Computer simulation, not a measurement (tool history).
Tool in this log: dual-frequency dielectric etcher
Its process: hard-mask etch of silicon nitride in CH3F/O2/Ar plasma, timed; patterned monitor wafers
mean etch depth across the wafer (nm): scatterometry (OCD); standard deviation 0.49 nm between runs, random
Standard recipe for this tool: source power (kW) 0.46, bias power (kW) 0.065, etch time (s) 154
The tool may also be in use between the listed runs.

run    hour  source power (kW)  bias power (kW)  etch time (s)  wafers since the last listed run  hours since the last wet clean  hours since the last source power generator calibration  hours since the last bias power generator calibration  hours since the last upper electrode change  hours since the gauge calibration  read-back reference wafer on the same gauge, depth_nm  mean etch depth across the wafer (nm)
  1       0               0.46            0.065            154                                 0                             0.5                                                   5007.3                                                 2538.2                                         1822                             1174.7                                                    109                                  112.4
  2    34.2               0.46            0.074            154                               258                            34.7                                                   5041.5                                                 2572.4                                       1856.2                             1208.9                                                    109                                    120
  3      64               0.46            0.074            154                               225                            64.5                                                   5071.3                                                 2602.2                                         1886                             1238.7                                                    109                                  120.9
  4     121               0.46            0.058            154                               431                           121.5                                                   5128.3                                                 2659.2                                         1943                             1295.7                                                    109                                  106.6
  5   169.3               0.46            0.058            154                               365                           169.8                                                   5176.6                                                 2707.5                                       1991.3                               1344                                                  108.9                                  107.4
        268  -- wet clean of the chamber, repeated, since the last time left the tool worse
  6   269.2               0.46            0.058            154                               574                             1.2                                                   5276.5                                                 2807.4                                       2091.2                             1443.9                                                    109                                  101.2
      291.2  -- source power generator calibrated
  7   336.7                0.5            0.065            154                               480                            68.7                                                     45.5                                                 2874.9                                       2158.7                             1511.4                                                    109                                  110.2
  8   364.5                0.5            0.065            154                               210                            96.5                                                     73.3                                                 2902.7                                       2186.5                             1539.2                                                  108.9                                  111.5
  9   397.5               0.46             0.06            154                               249                           129.5                                                    106.3                                                 2935.7                                       2219.5                             1572.2                                                  109.1                                  103.2
      423.8  -- upper electrode replaced
 10   429.9               0.46            0.065            138                                63                           161.9                                                    138.7                                                 2968.1                                          6.1                             1604.6                                                    109                                     97
 11   489.7                0.4             0.06          140.5                               452                           221.7                                                    198.5                                                 3027.9                                         65.9                             1664.4                                                  109.1                                   90.4
 12   522.3               0.53            0.057            185                               246                           254.3                                                    231.1                                                 3060.5                                         98.5                               1697                                                    109                                  129.9
 13   562.1               0.38            0.065            154                               301                           294.1                                                    270.9                                                 3100.3                                        138.3                             1736.8                                                    109                                  101.5
      598.3  -- bias power generator calibrated
 14   605.2               0.46            0.065            154                               295                           337.2                                                      314                                                    6.9                                        181.4                             1779.9                                                  109.1                                  109.7
      778.4  -- gauge calibrated
 15   813.9                0.5            0.051          133.5                              1578                           545.9                                                    522.7                                                  215.6                                        390.1                               35.5                                                    109                                   87.1
 16   849.5               0.46            0.065            154                               269                           581.5                                                    558.3                                                  251.2                                        425.7                               71.1                                                    109                                  111.1
 17   878.7               0.46            0.072            142                               220                           610.7                                                    587.5                                                  280.4                                        454.9                              100.3                                                  108.9                                  106.5
      906.1  -- wet clean of the chamber
 18   943.8               0.46            0.065            154                               310                            37.7                                                    652.6                                                  345.5                                          520                              165.4                                                  108.9                                  106.7
 19   984.6               0.46            0.051            154                               308                            78.5                                                    693.4                                                  386.3                                        560.8                              206.2                                                    109                                   94.4
 20  1054.3               0.36            0.065            154                               527                           148.2                                                    763.1                                                    456                                        630.5                              275.9                                                    109                                   97.3
 21  1086.7               0.46            0.076            154                               245                           180.6                                                    795.5                                                  488.4                                        662.9                              308.3                                                  108.9                                  117.1
 22  1116.6               0.53            0.065            154                               226                           210.5                                                    825.4                                                  518.3                                        692.8                              338.2                                                    109                                  114.3
 23  1157.8               0.46            0.065            154                               311                           251.7                                                    866.6                                                  559.5                                          734                              379.4                                                  108.9                                  107.9
 24    1196               0.46            0.065            154                               288                           289.9                                                    904.8                                                  597.7                                        772.2                              417.6                                                  108.9                                  107.7
 25  1258.5               0.46            0.065            123                               472                           352.4                                                    967.3                                                  660.2                                        834.7                              480.1                                                  108.9                                   86.4
 26  1317.5               0.46            0.049            154                               446                           411.4                                                   1026.3                                                  719.2                                        893.7                              539.1                                                    109                                   94.1
 27  1384.6               0.34            0.065            193                               507                           478.5                                                   1093.4                                                  786.3                                        960.8                              606.2                                                  108.9                                  121.1
     1455.5  -- wet clean of the chamber
 28    1456               0.52            0.077          132.5                               358                             0.5                                                   1164.8                                                  857.7                                       1032.2                              677.6                                                  109.1                                  104.1
 29  1504.5               0.46            0.065            154                               366                              49                                                   1213.3                                                  906.2                                       1080.7                              726.1                                                    109                                  106.9

Below are 4 alternative next runs, each starting from the tool's condition after run 29. Predict each:
  A  1505               0.55            0.065            154                                 3                            49.5                                                   1213.8                                                  906.7                                       1081.2                              726.6                                                      ?                                      ?
  B  1505               0.41            0.079            126                                 3                            49.5                                                   1213.8                                                  906.7                                       1081.2                              726.6                                                      ?                                      ?
  C  1505               0.46            0.081            154                                 3                            49.5                                                   1213.8                                                  906.7                                       1081.2                              726.6                                                      ?                                      ?
  D  1505                0.5            0.065            166                                 3                            49.5                                                   1213.8                                                  906.7                                       1081.2                              726.6                                                      ?                                      ?

run  read-back reference wafer on the same gauge, depth_nm  mean etch depth across the wafer (nm)
  A                                                  109.1                                  116.4
  B                                                  109.1                                   93.4
  C                                                  109.1                                    121
  D                                                  109.1                                  120.7
Without the tool's hidden state the same runs would have given:
run  mean etch depth across the wafer (nm)
  A                                  115.9
  B                                     93
  C                                  120.5
  D                                  120.3
